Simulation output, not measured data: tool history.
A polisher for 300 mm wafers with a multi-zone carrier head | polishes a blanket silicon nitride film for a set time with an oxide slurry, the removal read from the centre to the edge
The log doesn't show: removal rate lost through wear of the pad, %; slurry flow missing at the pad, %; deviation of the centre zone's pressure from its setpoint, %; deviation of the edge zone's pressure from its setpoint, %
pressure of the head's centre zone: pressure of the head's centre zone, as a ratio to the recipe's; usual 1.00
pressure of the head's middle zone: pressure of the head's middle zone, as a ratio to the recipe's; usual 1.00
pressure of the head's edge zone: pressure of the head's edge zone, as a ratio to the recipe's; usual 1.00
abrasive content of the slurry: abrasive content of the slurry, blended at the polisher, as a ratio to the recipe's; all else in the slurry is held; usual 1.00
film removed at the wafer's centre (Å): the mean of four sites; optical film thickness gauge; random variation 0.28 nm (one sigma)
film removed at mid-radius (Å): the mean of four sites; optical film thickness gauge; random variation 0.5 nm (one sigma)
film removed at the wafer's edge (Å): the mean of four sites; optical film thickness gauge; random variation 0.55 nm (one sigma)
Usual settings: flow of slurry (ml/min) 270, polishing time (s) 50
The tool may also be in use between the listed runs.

run	hour	flow of slurry (ml/min)	pressure of the head's centre zone	pressure of the head's middle zone	pressure of the head's edge zone	abrasive content of the slurry	polishing time (s)	wafers since the last listed run	wafers polished on this pad	hours since the slurry nozzle was cleaned	hours since the centre zone pressure was calibrated	hours since the edge zone pressure was calibrated	hours since the carrier head's membrane was replaced	incoming thickness of the incoming film, nm	film removed at the wafer's centre (Å)	film removed at mid-radius (Å)	film removed at the wafer's edge (Å)
1	0.0	270	1.00	1.00	1.00	1.00	50	0	984	106.6	151.0	1096.0	840.8	555.8	386	379	390
2	11.4	270	0.97	1.00	1.00	1.00	50	74	1058	118.0	162.4	1107.4	852.2	554.0	370	376	374
3	25.6	355	1.00	1.00	0.93	1.20	50	93	1151	132.2	176.6	1121.6	866.4	544.6	429	429	424
# hour 35.5: worn pad replaced by a new one
4	37.6	270	0.92	1.00	1.00	1.10	37	52	14	144.2	188.6	1133.6	878.4	552.9	273	293	299
5	43.8	270	1.00	1.00	1.00	1.00	50	40	54	150.4	194.8	1139.8	884.6	550.9	383	387	393
6	59.5	270	1.00	0.92	1.00	1.00	50	103	157	166.1	210.5	1155.5	900.3	555.4	388	362	387
7	76.0	215	1.00	1.00	1.00	1.00	50	108	265	182.6	227.0	1172.0	916.8	551.5	371	372	383
8	89.2	270	1.00	1.00	1.00	1.15	50	86	352	195.8	240.2	1185.2	930.0	544.7	413	398	401
9	99.2	270	1.00	1.00	0.93	1.00	50	65	418	205.8	250.2	1195.2	940.0	555.8	386	383	373
# hour 113.0: edge zone pressure recalibrated
# hour 117.9: carrier head's membrane replaced by a new one
10	118.4	270	1.00	1.05	1.00	1.30	50	80	498	225.0	269.4	5.4	0.5	550.0	429	442	440
11	123.0	270	1.00	1.00	1.00	1.00	50	30	529	229.6	274.0	10.0	5.1	554.7	380	374	389
12	139.5	270	1.00	1.00	1.00	1.00	37	108	637	246.1	290.5	26.5	21.6	545.8	280	285	288
13	146.4	300	0.92	0.90	0.94	1.00	50	45	682	253.0	297.4	33.4	28.5	549.9	355	374	385
14	157.0	270	0.93	1.00	1.00	1.00	50	69	752	263.6	308.0	44.0	39.1	561.2	353	386	397
15	167.2	270	1.00	1.00	1.00	1.00	50	66	818	273.8	318.2	54.2	49.3	545.1	381	380	382
16	184.5	270	1.10	1.08	1.00	0.80	61	113	932	291.1	335.5	71.5	66.6	546.8	452	422	418
# hour 194.8: worn pad replaced by a new one
17	200.2	225	1.00	1.00	1.00	1.00	50	76	35	306.8	351.2	87.2	82.3	549.2	374	376	379
18	206.6	270	1.00	1.00	1.00	1.00	50	41	77	313.2	357.6	93.6	88.7	550.1	387	382	385

Run 19 comes next. What will it give?
19	222.9	270	1.11	0.89	1.00	1.00	50	106	184	329.5	373.9	109.9	105.0	553.4	?	?	?

Run 19 gave film removed at the wafer's centre (Å) 417, film removed at mid-radius (Å) 359, film removed at the wafer's edge (Å) 388.
Without the tool's hidden state the same run would have given film removed at the wafer's centre (Å) 417, film removed at mid-radius (Å) 359, film removed at the wafer's edge (Å) 388.
